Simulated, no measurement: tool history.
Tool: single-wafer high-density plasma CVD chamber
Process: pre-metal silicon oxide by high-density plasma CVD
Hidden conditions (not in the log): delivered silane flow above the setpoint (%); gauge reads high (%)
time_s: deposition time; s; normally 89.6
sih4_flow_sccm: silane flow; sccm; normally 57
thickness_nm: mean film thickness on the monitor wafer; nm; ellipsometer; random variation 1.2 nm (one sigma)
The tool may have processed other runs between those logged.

run   hour  time_s  sih4_flow_sccm  wafers since the last listed run  hours since the silane flow controller was replaced  hours since the gauge calibration  read-back reference wafer on the same gauge, thickness_nm  thickness_nm
  1    0.0    82.3              57                                 0                                               1111.5                              234.3                                                    537.584       476.595
  2   11.9    89.6              57                               104                                               1123.4                              246.2                                                    538.404       516.328
  3   28.8    89.6              57                               148                                               1140.3                              263.1                                                    537.906       513.665
  4   36.4    98.9              62                                66                                               1147.9                              270.7                                                    537.954       615.977
  5   46.8    98.9              62                                91                                               1158.3                              281.1                                                    538.229       613.377
  6   57.4    89.6              53                                92                                               1168.9                              291.7                                                    537.487       482.193
  7   65.0    80.3              57                                66                                               1176.5                              299.3                                                    537.559       464.374
  8   80.3    80.3              57                               134                                               1191.8                              314.6                                                    538.751       464.141
  9   89.4    80.3              57                                79                                               1200.9                              323.7                                                    537.781       460.292
 10  101.7    89.6              57                               107                                               1213.2                              336.0                                                    537.492       515.955
 11  109.0    89.6              65                                64                                               1220.5                              343.3                                                    537.603       583.910
 12  122.0    89.6              65                               113                                               1233.5                              356.3                                                    537.662       583.439
 13  163.1    89.6              65                               360                                               1274.6                              397.4                                                    537.643       586.340
     166.6  -- gauge calibrated
 14  171.4    77.8              51                                72                                               1282.9                                4.8                                                    538.005       406.309
 15  183.3   103.2              54                               104                                               1294.8                               16.7                                                    538.168       567.394
 16  195.5    73.9              52                               106                                               1307.0                               28.9                                                    537.803       393.357

What will run 17 give?
 17  207.7    80.3              57                               106                                               1319.2                               41.1                                                          ?             ?

{"run 17": {"read-back reference wafer on the same gauge, thickness_nm": 537.429, "thickness_nm": 463.347}}
Had the tool carried no hidden state, the very same run would have given thickness_nm 441.493 nm.
